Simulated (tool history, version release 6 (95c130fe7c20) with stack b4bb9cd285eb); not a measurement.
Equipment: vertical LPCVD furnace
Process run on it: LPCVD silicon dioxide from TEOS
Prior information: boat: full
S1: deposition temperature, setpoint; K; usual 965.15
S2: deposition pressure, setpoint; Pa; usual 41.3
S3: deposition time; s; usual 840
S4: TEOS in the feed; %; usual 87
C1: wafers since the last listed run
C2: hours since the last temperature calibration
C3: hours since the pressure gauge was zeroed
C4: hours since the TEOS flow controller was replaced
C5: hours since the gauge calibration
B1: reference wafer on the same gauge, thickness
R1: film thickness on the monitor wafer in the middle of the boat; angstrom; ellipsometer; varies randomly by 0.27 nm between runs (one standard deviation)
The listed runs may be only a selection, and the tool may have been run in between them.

run    hour      S1    S2    S3  S4    C1      C2      C3      C4      C5      B1      R1
  1       0  965.15  41.3   840  87     0    3629  2502.6  2455.3   134.7  108.48     997
  2    50.2  965.15  41.3   840  87   820  3679.2  2552.8  2505.5   184.9  108.39   991.5
  3   112.3  959.15  41.3   930  87  1014  3741.3  2614.9  2567.6     247  108.41   955.4
  4     159  959.15  41.3   930  87   762    3788  2661.6  2614.3   293.7  108.46   955.9
  5   216.3  965.15  41.3   840  87   936  3845.3  2718.9  2671.6     351  108.45     993
  6   240.9  965.15  41.3   840  87   401  3869.9  2743.5  2696.2   375.6  108.44   997.9
  7   279.2  965.15  41.3   840  87   625  3908.2  2781.8  2734.5   413.9  108.36   991.8
  8   321.2  965.15  41.3   840  87   686  3950.2  2823.8  2776.5   455.9  108.37   993.8
  9   362.1  965.15  41.3   840  87   668  3991.1  2864.7  2817.4   496.8  108.46   993.6
 10   399.7  965.15  41.3   840  87   614  4028.7  2902.3    2855   534.4   108.4     995
 11   454.3  956.15  41.3   840  74   892  4083.3  2956.9  2909.6     589  108.45   739.2
 12   479.1  965.15  41.3   840  87   405  4108.1  2981.7  2934.4   613.8   108.4     994
      523.1  -- thermocouples replaced and temperature profile calibrated
 13   523.6  965.15  41.3   840  87   334     0.5  3026.2  2978.9   658.3   108.3   993.3
 14   591.8  970.15  41.3   750  87  1114    68.7  3094.4  3047.1   726.5  108.34   995.1
      635.3  -- pressure gauge zeroed
 15     643  965.15  41.3   840  87   444   119.9     7.7  3098.3   777.7  108.48   968.8
 16     677  965.15  41.3   840  96   555   153.9    41.7  3132.3   811.7  108.46    1016
 17   726.2  965.15  31.3  1020  87   803   203.1    90.9  3181.5   860.9  108.42  1024.4
 18   750.5  974.15  32.7   720  72   397   227.4   115.2  3205.8   885.2  108.45   827.7
 19   808.8  965.15  41.3   690  87   952   285.7   173.5  3264.1   943.5  108.51   796.3
      833.8  -- TEOS flow controller replaced
 20   851.7  976.15  45.3  1050  97   308   328.6   216.4    17.9   986.4  108.45  1743.3
 21   923.6  953.15    46   840  81  1174   400.5   288.3    89.8  1058.3  108.33   741.4
 22     972  973.15    44   660  87   790   448.9   336.7   138.2  1106.7  108.35   951.9
      992.4  -- gauge calibrated
 23   997.3  957.15  37.3  1080  97   413   474.2     362   163.5     4.9  108.43  1043.3
 24  1034.1  965.15    44   840  87   601     511   398.8   200.3    41.7  108.43  1002.6
 25  1063.8  956.15  41.3   840  74   485   540.7   428.5     230    71.4  108.35   725.4
 26    1135  976.15  45.3  1050  97  1163   611.9   499.7   301.2   142.6  108.53  1734.3
 27  1172.7  970.15  41.3   840  82   615   649.6   537.4   338.9   180.3  108.24  1068.6
 28  1218.7  968.15  41.3   840  96   751   695.6   583.4   384.9   226.3  108.39  1105.6
 29  1266.9  965.15    36   840  87   787   743.8   631.6   433.1   274.5  108.39   917.9

5 options for the next run, each taken on its own from the tool as it stands now. Forecast them:
  A  1271.5  965.15  41.3   840  95  75  748.4  636.2  437.7  279.1   ?   ?
  B  1271.5  954.15    50  1050  87  75  748.4  636.2  437.7  279.1   ?   ?
  C  1271.5  965.15  41.3   990  87  75  748.4  636.2  437.7  279.1   ?   ?
  D  1271.5  969.15  41.3   840  87  75  748.4  636.2  437.7  279.1   ?   ?
  E  1271.5  965.15    32   570  87  75  748.4  636.2  437.7  279.1   ?   ?

run      B1      R1
  A  108.39  1023.1
  B  108.39  1032.6
  C  108.39  1153.9
  D  108.39  1075.8
  E  108.39   586.4
Without the tool's unlogged condition, the same runs would have read:
run      R1
  A    1012
  B  1023.4
  C  1141.4
  D  1064.2
  E   578.2
